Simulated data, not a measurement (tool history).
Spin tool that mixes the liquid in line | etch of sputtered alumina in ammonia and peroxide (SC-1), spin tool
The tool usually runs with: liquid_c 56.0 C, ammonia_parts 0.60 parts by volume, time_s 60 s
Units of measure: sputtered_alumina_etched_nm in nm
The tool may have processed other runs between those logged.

run   hour  liquid_c  ammonia_parts  time_s  wafers since the last listed run  hours since the thermometer was replaced  hours since the ammonia flow meter was replaced  hours since the heated supply line was repaired  hours since the drum of ammonia solution was connected  hours since the gauge calibration  read-back film thickness of the sputtered alumina reference wafer, read on the same gauge (nm)  sputtered_alumina_etched_nm
  1    0.0      56.0           0.60      85                                 0                                    1276.8                                            709.1                                           1631.3                                                   838.3                              492.3                                                                                           80.00                         7.95
  2   15.7      56.0           0.60      85                               140                                    1292.5                                            724.8                                           1647.0                                                   854.0                              508.0                                                                                           79.97                         7.87
  3   50.0      56.0           0.60      60                               307                                    1326.8                                            759.1                                           1681.3                                                   888.3                              542.3                                                                                           80.02                         5.60
  4   80.0      56.0           0.60      60                               269                                    1356.8                                            789.1                                           1711.3                                                   918.3                              572.3                                                                                           80.02                         5.70
  5  101.8      56.0           0.60      60                               195                                    1378.6                                            810.9                                           1733.1                                                   940.1                              594.1                                                                                           80.00                         5.63
     106.4  -- gauge calibrated
  6  114.9      56.0           0.60      60                               117                                    1391.7                                            824.0                                           1746.2                                                   953.2                                8.5                                                                                           79.99                         5.63
  7  132.0      56.0           0.60      60                               153                                    1408.8                                            841.1                                           1763.3                                                   970.3                               25.6                                                                                           79.99                         5.56
  8  150.6      56.0           0.60      60                               166                                    1427.4                                            859.7                                           1781.9                                                   988.9                               44.2                                                                                           80.01                         5.59
     170.9  -- ammonia flow meter replaced
  9  181.6      61.5           0.75      60                               269                                    1458.4                                             10.7                                           1812.9                                                  1019.9                               75.2                                                                                           79.99                         7.68
 10  203.4      53.5           0.85      60                               195                                    1480.2                                             32.5                                           1834.7                                                  1041.7                               97.0                                                                                           79.99                         5.09
 11  220.6      48.0           0.35      95                               154                                    1497.4                                             49.7                                           1851.9                                                  1058.9                              114.2                                                                                           80.00                         5.61
     228.5  -- thermometer replaced
     237.9  -- heated supply line repaired
 12  238.4      62.5           0.60      45                               141                                       9.9                                             67.5                                              0.5                                                  1076.7                              132.0                                                                                           79.99                         5.63
 13  273.9      64.5           0.60      60                               318                                      45.4                                            103.0                                             36.0                                                  1112.2                              167.5                                                                                           80.01                         8.40
 14  287.8      56.0           0.30      85                               124                                      59.3                                            116.9                                             49.9                                                  1126.1                              181.4                                                                                           80.00                         7.16
 15  305.8      59.0           0.40      60                               161                                      77.3                                            134.9                                             67.9                                                  1144.1                              199.4                                                                                           80.02                         6.05
     307.9  -- new drum of ammonia solution connected
 16  334.3      56.0           0.60      60                               246                                     105.8                                            163.4                                             96.4                                                    26.4                              227.9                                                                                           80.03                         5.37
 17  356.4      56.0           0.60      60                               198                                     127.9                                            185.5                                            118.5                                                    48.5                              250.0                                                                                           80.00                         5.38
 18  370.2      52.5           0.50      75                               123                                     141.7                                            199.3                                            132.3                                                    62.3                              263.8                                                                                           80.02                         5.49
 19  434.9      56.0           0.60      75                               580                                     206.4                                            264.0                                            197.0                                                   127.0                              328.5                                                                                           80.02                         6.68
 20  448.0      49.0           0.50      75                               117                                     219.5                                            277.1                                            210.1                                                   140.1                              341.6                                                                                           80.01                         4.55
 21  476.7      56.0           0.40      60                               257                                     248.2                                            305.8                                            238.8                                                   168.8                              370.3                                                                                           80.00                         5.20
 22  507.8      56.0           0.60      90                               278                                     279.3                                            336.9                                            269.9                                                   199.9                              401.4                                                                                           80.01                         8.08
 23  541.9      64.5           0.30      25                               305                                     313.4                                            371.0                                            304.0                                                   234.0                              435.5                                                                                           80.00                         3.31
 24  564.8      49.5           0.90      80                               205                                     336.3                                            393.9                                            326.9                                                   256.9                              458.4                                                                                           80.00                         5.35

Forecast each of these 5 alternatives for the next run:
  A  565.2      52.0           0.60      60                                 3                                     336.7                                            394.3                                            327.3                                                   257.3                              458.8                                                                                               ?                            ?
  B  565.2      46.5           0.30      60                                 3                                     336.7                                            394.3                                            327.3                                                   257.3                              458.8                                                                                               ?                            ?
  C  565.2      56.0           0.30      60                                 3                                     336.7                                            394.3                                            327.3                                                   257.3                              458.8                                                                                               ?                            ?
  D  565.2      47.5           0.35      35                                 3                                     336.7                                            394.3                                            327.3                                                   257.3                              458.8                                                                                               ?                            ?
  E  565.2      46.5           0.60      60                                 3                                     336.7                                            394.3                                            327.3                                                   257.3                              458.8                                                                                               ?                            ?

run  read-back film thickness of the sputtered alumina reference wafer, read on the same gauge (nm)  sputtered_alumina_etched_nm
  A                                                                                           80.01                         4.39
  B                                                                                           80.01                         3.04
  C                                                                                           80.01                         5.09
  D                                                                                           80.01                         1.90
  E                                                                                           80.01                         3.24
Without the tool's unlogged condition, the same runs would have read:
run  sputtered_alumina_etched_nm
  A                         4.31
  B                         2.98
  C                         5.00
  D                         1.86
  E                         3.18
